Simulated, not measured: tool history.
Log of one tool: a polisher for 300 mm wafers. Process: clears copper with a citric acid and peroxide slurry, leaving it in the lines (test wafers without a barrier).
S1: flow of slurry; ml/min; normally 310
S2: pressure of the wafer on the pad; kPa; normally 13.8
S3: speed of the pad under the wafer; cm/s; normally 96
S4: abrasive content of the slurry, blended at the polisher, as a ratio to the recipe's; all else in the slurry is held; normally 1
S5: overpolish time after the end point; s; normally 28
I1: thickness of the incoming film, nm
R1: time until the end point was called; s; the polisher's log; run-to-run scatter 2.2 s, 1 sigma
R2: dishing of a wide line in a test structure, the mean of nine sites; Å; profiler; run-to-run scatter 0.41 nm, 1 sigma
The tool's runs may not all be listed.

Run 1, hour 0: usual settings but S4 0.9, S5 21 s; I1 143.9. Result: R1 118.1 s, R2 149 Å.
Run 2, hour 83.9: usual settings but S4 0.9, S5 21 s; I1 141.7. Result: R1 117.6 s, R2 155 Å.
Run 3, hour 107.9: usual settings but S2 15.9 kPa, S4 1.15; I1 146. Result: R1 98.8 s, R2 210 Å.
Run 4, hour 132.9: usual settings but S2 15.9 kPa, S4 1.15; I1 146.6. Result: R1 101.2 s, R2 212 Å.
Run 5, hour 165.6: usual settings but S2 15.9 kPa, S4 1.15; I1 147.4. Result: R1 100.3 s, R2 208 Å.
At hour 188.7: slurry blender recalibrated.
Run 6, hour 197.8: usual settings but S1 370 ml/min; I1 145.6. Result: R1 111.9 s, R2 188 Å.
At hour 209.7: worn pad replaced by a new one.
Run 7, hour 213: usual settings but S1 370 ml/min; I1 146.7. Result: R1 116.8 s, R2 200 Å.
At hour 244.8: slurry nozzle cleaned.
Run 8, hour 248.8: usual settings; I1 142.7. Result: R1 113.3 s, R2 189 Å.
Run 9, hour 278.6: usual settings; I1 144.7. Result: R1 111.9 s, R2 190 Å.
Run 10, hour 306.8: usual settings but S4 1.25; I1 146. Result: R1 108.1 s, R2 201 Å.
Run 11, hour 326.7: usual settings but S4 0.9; I1 144.6. Result: R1 120.9 s, R2 200 Å.
Run 12, hour 340.9: usual settings; I1 144.9. Result: R1 115 s, R2 197 Å.
At hour 367.8: head pressure recalibrated.
Run 13, hour 368.8: usual settings but S2 9.7 kPa; I1 144.5. Result: R1 135.5 s, R2 170 Å.
Run 14, hour 389.6: usual settings but S1 270 ml/min, S3 78 cm/s, S4 0.85, S5 17 s; I1 146.8. Result: R1 139.8 s, R2 115 Å.
Run 15, hour 404.4: usual settings but S2 17.2 kPa, S3 114 cm/s, S4 0.75, S5 45 s; I1 145.9. Result: R1 81.1 s, R2 288 Å.
Run 16, hour 424: usual settings; I1 146.6. Result: R1 108.8 s, R2 195 Å.
At hour 431.9: slurry blender recalibrated.
Run 17, hour 456: usual settings but S1 375 ml/min, S2 12.4 kPa, S3 112 cm/s, S5 42 s; I1 142.4. Result: R1 96.6 s, R2 250 Å.
At hour 469.8: worn pad replaced by a new one.
Run 18, hour 487.2: usual settings but S2 9.7 kPa, S3 124 cm/s, S4 1.15, S5 41 s; I1 142.9. Result: R1 98.7 s, R2 239 Å.
Run 19, hour 521.2: usual settings but S4 0.75, S5 42 s; I1 145.9. Result: R1 116.6 s, R2 241 Å.
Run 20, hour 556.6: usual settings but S1 205 ml/min, S2 17.2 kPa, S4 1.3; I1 143.8. Result: R1 86.4 s, R2 218 Å.
Run 21, hour 590.6: usual settings; I1 142.9. Result: R1 104.6 s, R2 201 Å.
At hour 667.1: head pressure recalibrated, repeated, since the last time left the tool worse.
At hour 679.2: worn pad replaced by a new one.
Run 22, hour 680: usual settings but S1 215 ml/min, S5 32 s; I1 143. Result: R1 122.7 s, R2 205 Å.
At hour 688.6: slurry blender recalibrated.
Run 23, hour 713.6: usual settings but S1 355 ml/min; I1 146.9. Result: R1 117.5 s, R2 181 Å.
Run 24, hour 790.2: usual settings but S4 0.8, S5 33 s; I1 146.1. Result: R1 125.3 s, R2 194 Å.
At hour 792.9: slurry nozzle cleaned.
Run 25, hour 807.7: usual settings but S1 245 ml/min, S4 0.9, S5 36 s; I1 145.2. Result: R1 124.2 s, R2 210 Å.
Run 26, hour 822.2: usual settings; I1 147.5. Result: R1 119.5 s, R2 185 Å.
Run 27, hour 854.3: usual settings but S2 9 kPa, S3 110 cm/s, S5 33 s; I1 144.4. Result: R1 138.5 s, R2 177 Å.

Here are 5 independent what-if runs from the current tool condition. What would each one return?
Run A, hour 854.8: usual settings; I1 145.1. Result: R1 ?, R2 ?.
Run B, hour 854.8: usual settings but S1 230 ml/min, S3 120 cm/s; I1 145.1. Result: R1 ?, R2 ?.
Run C, hour 854.8: usual settings but S1 270 ml/min, S4 1.25, S5 35 s; I1 145.1. Result: R1 ?, R2 ?.
Run D, hour 854.8: usual settings but S1 385 ml/min, S2 16.5 kPa, S4 1.15, S5 16 s; I1 145.1. Result: R1 ?, R2 ?.
Run E, hour 854.8: usual settings but S1 355 ml/min, S2 15.2 kPa; I1 145.1. Result: R1 ?, R2 ?.

run     R1   R2
  A    118  191
  B   97.5  213
  C  112.9  223
  D   98.4  148
  E  109.1  201
Take away the tool's hidden state, keep each run's random variation, and the runs would have read:
run     R1   R2
  A  118.3  190
  B   97.8  213
  C  113.2  223
  D   98.7  147
  E  109.5  200
